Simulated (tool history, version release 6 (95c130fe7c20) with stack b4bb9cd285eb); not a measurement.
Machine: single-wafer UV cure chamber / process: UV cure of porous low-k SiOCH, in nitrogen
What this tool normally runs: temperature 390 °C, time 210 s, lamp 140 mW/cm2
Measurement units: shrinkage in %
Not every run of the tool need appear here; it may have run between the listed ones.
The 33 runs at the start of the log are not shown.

| run | day | temperature | time | lamp | shrinkage |
|---|---|---|---|---|---|
| 34 | 32.204 | 390 | 210 | 140 | 11.946 |
| 35 | 33.346 | 390 | 210 | 140 | 12.196 |
| 36 | 34.025 | 408 | 155 | 165 | 11.8 |
| 37 | 35.262 | 409 | 295 | 125 | 13.55 |
| 38 | 36.412 | 403 | 125 | 177 | 11.225 |
| 39 | 37.371 | 390 | 210 | 125 | 11.623 |
| 40 | 38.208 | 390 | 330 | 140 | 14.07 |
| 41 | 39.138 | 376 | 120 | 108 | 8.379 |

Predict each of these 4 candidate next runs independently; none follows another, all start after run 41:
| A | 39.158 | 390 | 175 | 140 | ? |
| B | 39.158 | 380 | 90 | 159 | ? |
| C | 39.158 | 390 | 210 | 170 | ? |
| D | 39.158 | 397 | 300 | 104 | ? |

| run | shrinkage |
|---|---|
| A | 11.519 |
| B | 9.037 |
| C | 13.227 |
| D | 12.734 |
Had the tool no hidden state, the same runs would have come out as:
| run | shrinkage |
|---|---|
| A | 11.99 |
| B | 9.475 |
| C | 13.713 |
| D | 13.217 |
